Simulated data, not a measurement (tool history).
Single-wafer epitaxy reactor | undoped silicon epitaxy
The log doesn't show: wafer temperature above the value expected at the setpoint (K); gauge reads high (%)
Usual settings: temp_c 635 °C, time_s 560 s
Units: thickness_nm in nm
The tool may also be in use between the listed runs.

run     day  temp_c  time_s  wafers since the last listed run  hours since the last pyrometer calibration  hours since the gauge calibration  read-back reference wafer on the same gauge, thickness_nm  thickness_nm
  1       0     635     640                                 0                                       605.7                              591.8                                                      65.21        77.013
  2   1.162     635     560                                65                                       633.6                              619.7                                                     65.205        67.233
  3   2.438     635     560                                72                                       664.2                              650.3                                                     65.219        67.183
  4   3.142     635     560                                39                                       681.1                              667.2                                                     65.202        66.893
  5   4.496     635     560                                76                                       713.6                              699.7                                                     65.119        67.522
  6   5.675     642     560                                66                                       741.9                                728                                                     65.154        78.819
  7   6.696     642     560                                57                                       766.4                              752.5                                                     65.199        78.392
  8   7.975     635     560                                72                                       797.1                              783.2                                                     65.173        66.736
  9       9     635     560                                58                                       821.7                              807.8                                                      65.21        67.035
 10  10.217     635     560                                68                                       850.9                                837                                                     65.209        66.761
 11  11.571     645     560                                76                                       883.4                              869.5                                                      65.16        83.879
 12  12.562     645     560                                56                                       907.2                              893.3                                                     65.225        83.586
     13.954  -- pyrometer calibrated
 13  13.975     635     560                                61                                         0.5                              927.2                                                     65.238         68.19
 14  14.892     635     560                                51                                        22.5                              949.2                                                     65.194        68.393
 15  15.442     635     560                                31                                        35.7                              962.4                                                     65.259        68.205
 16  16.571     635     607                                63                                        62.8                              989.5                                                     65.244        73.686
 17  17.733     635     607                                65                                        90.7                             1017.4                                                     65.177         73.64
 18  18.392     635     607                                37                                       106.5                             1033.2                                                     65.247         73.48
 19  19.225     635     560                                47                                       126.5                             1053.2                                                     65.169        67.875
 20  20.525     635     560                                73                                       157.7                             1084.4                                                     65.171        67.969
 21  21.196     635     560                                38                                       173.8                             1100.5                                                     65.191        68.153
 22  22.612     635     560                                80                                       207.8                             1134.5                                                     65.209        68.101
 23  23.867     635     560                                71                                       237.9                             1164.6                                                     65.266        68.035
 24  25.017     643     635                                65                                       265.5                             1192.2                                                     65.256        92.883
 25  26.442     628     657                                80                                       299.7                             1226.4                                                     65.217        67.479
     26.704  -- gauge calibrated
 26  27.196     624     623                                42                                       317.8                               11.8                                                     65.135        58.235
 27  28.558     629     560                                77                                       350.5                               44.5                                                     65.203        58.953
 28    29.5     635     603                                53                                       373.1                               67.1                                                     65.221        72.756
 29  30.858     627     663                                76                                       405.7                               99.7                                                     65.212        66.675
 30  35.246     635     560                               248                                         511                                205                                                     65.257        67.597
 31  36.142     635     455                                50                                       532.5                              226.5                                                     65.234        54.774
 32  36.704     631     654                                31                                         546                                240                                                     65.256        71.348
 33  37.942     640     632                                70                                       575.7                              269.7                                                      65.16        85.199
 34  39.338     645     560                                79                                       609.2                              303.2                                                     65.218        85.035
 35  40.088     649     526                                42                                       627.2                              321.2                                                     65.191        87.135
 36  41.538     624     492                                82                                         662                                356                                                     65.224        45.656
 37  42.512     623     560                                55                                       685.4                              379.4                                                     65.207        50.747
 38  46.079     641     506                               202                                         771                                465                                                     65.201        69.697
 39  46.708     645     560                                35                                       786.1                              480.1                                                     65.255        84.207
 40  47.304     629     456                                33                                       800.4                              494.4                                                     65.211        47.269
 41  48.679     646     627                                77                                       833.4                              527.4                                                     65.191        96.532
 42  49.617     624     659                                53                                       855.9                              549.9                                                     65.169        60.679
 43  51.004     643     602                                78                                       889.2                              583.2                                                     65.208        86.229
     51.754  -- pyrometer calibrated
 44  51.854     635     626                                29                                         2.4                              603.6                                                     65.201        75.897
 45  53.038     635     588                                67                                        30.8                                632                                                     65.229        71.736
 46  54.171     635     560                                64                                          58                              659.2                                                     65.194        67.744

Some steps in thickness_nm between neighbouring runs. How much of each would the tool show without its hidden state too (settings, what came in, random variation), and how much is left for the hidden state, with any gauge scatter that isn't in both results?
Run 12 -> 13: temp_c 645 -> 635, pyrometer calibrated. thickness_nm -15.396 nm: hidden state +1.85, all else -17.246.
Run 35 -> 36: temp_c 649 -> 624, time_s 526 -> 492. thickness_nm -41.479 nm: hidden state +0.203, all else -41.682.
Run 39 -> 40: temp_c 645 -> 629, time_s 560 -> 456. thickness_nm -36.938 nm: hidden state +0.428, all else -37.366.
Run 40 -> 41: temp_c 629 -> 646, time_s 456 -> 627. thickness_nm +49.263 nm: hidden state -0.791, all else +50.054.
Run 43 -> 44: temp_c 643 -> 635, time_s 602 -> 626, pyrometer calibrated. thickness_nm -10.332 nm: hidden state +1.751, all else -12.083.
